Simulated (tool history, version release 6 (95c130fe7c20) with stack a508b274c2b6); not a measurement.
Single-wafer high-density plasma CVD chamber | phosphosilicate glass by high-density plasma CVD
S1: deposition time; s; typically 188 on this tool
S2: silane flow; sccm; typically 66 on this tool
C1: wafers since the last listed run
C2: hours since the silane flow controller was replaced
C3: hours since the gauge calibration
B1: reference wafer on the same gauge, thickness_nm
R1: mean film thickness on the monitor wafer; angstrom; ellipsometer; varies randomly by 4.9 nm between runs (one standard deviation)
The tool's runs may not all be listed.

Run 1, hour 0.0: usual settings; C1 0; C2 3448.3; C3 204.6; B1 1097.755. Result: R1 12430.30 angstrom.
Run 2, hour 31.9: usual settings; C1 402; C2 3480.2; C3 236.5; B1 1098.329. Result: R1 12396.16 angstrom.
Run 3, hour 67.3: usual settings; C1 446; C2 3515.6; C3 271.9; B1 1100.439. Result: R1 12359.12 angstrom.
Run 4, hour 206.0: usual settings but S2 63 sccm; C1 1750; C2 3654.3; C3 410.6; B1 1101.064. Result: R1 11818.35 angstrom.
Run 5, hour 272.4: usual settings; C1 838; C2 3720.7; C3 477.0; B1 1100.276. Result: R1 12326.73 angstrom.
Run 6, hour 310.5: usual settings; C1 480; C2 3758.8; C3 515.1; B1 1100.279. Result: R1 12401.82 angstrom.
Run 7, hour 343.5: usual settings; C1 416; C2 3791.8; C3 548.1; B1 1099.519. Result: R1 12450.43 angstrom.
Run 8, hour 377.7: usual settings; C1 431; C2 3826.0; C3 582.3; B1 1098.350. Result: R1 12337.05 angstrom.
Run 9, hour 403.2: usual settings; C1 321; C2 3851.5; C3 607.8; B1 1099.812. Result: R1 12329.62 angstrom.
Run 10, hour 429.4: usual settings; C1 330; C2 3877.7; C3 634.0; B1 1099.838. Result: R1 12347.86 angstrom.
Run 11, hour 475.5: usual settings; C1 581; C2 3923.8; C3 680.1; B1 1100.619. Result: R1 12342.36 angstrom.
Run 12, hour 538.5: usual settings; C1 795; C2 3986.8; C3 743.1; B1 1099.177. Result: R1 12387.73 angstrom.
Run 13, hour 567.0: usual settings; C1 359; C2 4015.3; C3 771.6; B1 1101.084. Result: R1 12361.82 angstrom.
Run 14, hour 626.3: usual settings; C1 748; C2 4074.6; C3 830.9; B1 1101.851. Result: R1 12338.72 angstrom.
Run 15, hour 661.5: usual settings but S1 165 s; C1 444; C2 4109.8; C3 866.1; B1 1100.835. Result: R1 10798.51 angstrom.
Run 16, hour 716.7: usual settings; C1 696; C2 4165.0; C3 921.3; B1 1099.649. Result: R1 12361.64 angstrom.
At hour 735.0: gauge calibrated.
At hour 861.7: silane flow controller replaced.
Run 17, hour 884.7: usual settings; C1 2019; C2 23.0; C3 149.7; B1 1098.833. Result: R1 11990.80 angstrom.
Run 18, hour 937.3: usual settings but S1 205 s, S2 61 sccm; C1 663; C2 75.6; C3 202.3; B1 1101.684. Result: R1 12219.42 angstrom.
Run 19, hour 997.8: usual settings but S2 53 sccm; C1 763; C2 136.1; C3 262.8; B1 1100.713. Result: R1 9881.37 angstrom.
Run 20, hour 1031.9: usual settings but S1 163 s, S2 72 sccm; C1 430; C2 170.2; C3 296.9; B1 1100.084. Result: R1 11166.69 angstrom.
Run 21, hour 1099.5: usual settings; C1 853; C2 237.8; C3 364.5; B1 1098.334. Result: R1 12001.04 angstrom.
Run 22, hour 1126.1: usual settings but S1 202 s; C1 335; C2 264.4; C3 391.1; B1 1099.358. Result: R1 12948.07 angstrom.
Run 23, hour 1164.9: usual settings but S1 225 s, S2 78 sccm; C1 489; C2 303.2; C3 429.9; B1 1100.467. Result: R1 16648.63 angstrom.
At hour 1278.8: silane flow controller replaced, repeated, since the last time left the tool worse.
Run 24, hour 1372.4: usual settings but S1 219 s; C1 2517; C2 93.6; C3 637.4; B1 1098.533. Result: R1 14902.52 angstrom.
Run 25, hour 1433.7: usual settings but S1 225 s, S2 54 sccm; C1 773; C2 154.9; C3 698.7; B1 1100.195. Result: R1 12877.97 angstrom.
Run 26, hour 1476.9: usual settings; C1 545; C2 198.1; C3 741.9; B1 1099.915. Result: R1 12848.88 angstrom.
Run 27, hour 1536.4: usual settings but S1 173 s, S2 71 sccm; C1 750; C2 257.6; C3 801.4; B1 1100.117. Result: R1 12455.37 angstrom.
Run 28, hour 1581.0: usual settings but S1 168 s, S2 58 sccm; C1 562; C2 302.2; C3 846.0; B1 1099.599. Result: R1 10230.20 angstrom.
Run 29, hour 1625.9: usual settings; C1 566; C2 347.1; C3 890.9; B1 1099.484. Result: R1 12692.46 angstrom.
Run 30, hour 1687.0: usual settings but S1 156 s; C1 771; C2 408.2; C3 952.0; B1 1100.297. Result: R1 10474.23 angstrom.
Run 31, hour 1731.3: usual settings but S1 157 s; C1 559; C2 452.5; C3 996.3; B1 1100.365. Result: R1 10633.79 angstrom.
At hour 1751.4: gauge calibrated.
Run 32, hour 1758.4: usual settings but S1 169 s, S2 76 sccm; C1 342; C2 479.6; C3 7.0; B1 1099.465. Result: R1 12909.33 angstrom.

A few steps of R1 between consecutive runs. Split each: what settings, incoming material and random variation would produce without the hidden state, and what is left over for the hidden state, along with gauge scatter present in only one of the two compared results (measured, and without hidden state):
Unlogged tool condition in this case: delivered silane flow above the setpoint (%); gauge reads high (%).
Run 16 -> 17: gauge calibrated, silane flow controller replaced. R1 -370.84 angstrom: hidden state -332.63, all else -38.21.
Run 18 -> 19: S1 205 -> 188, S2 61 -> 53. R1 -2338.05 angstrom: hidden state +156.79, all else -2494.84.
Run 22 -> 23: S1 202 -> 225, S2 66 -> 78. R1 +3700.56 angstrom: hidden state -274.04, all else +3974.60.
Run 23 -> 24: S1 225 -> 219, S2 78 -> 66, silane flow controller replaced, repeated, since the last time left the tool worse. R1 -1746.11 angstrom: hidden state +1143.54, all else -2889.65.
Run 28 -> 29: S1 168 -> 188, S2 58 -> 66. R1 +2462.26 angstrom: hidden state -21.34, all else +2483.60.
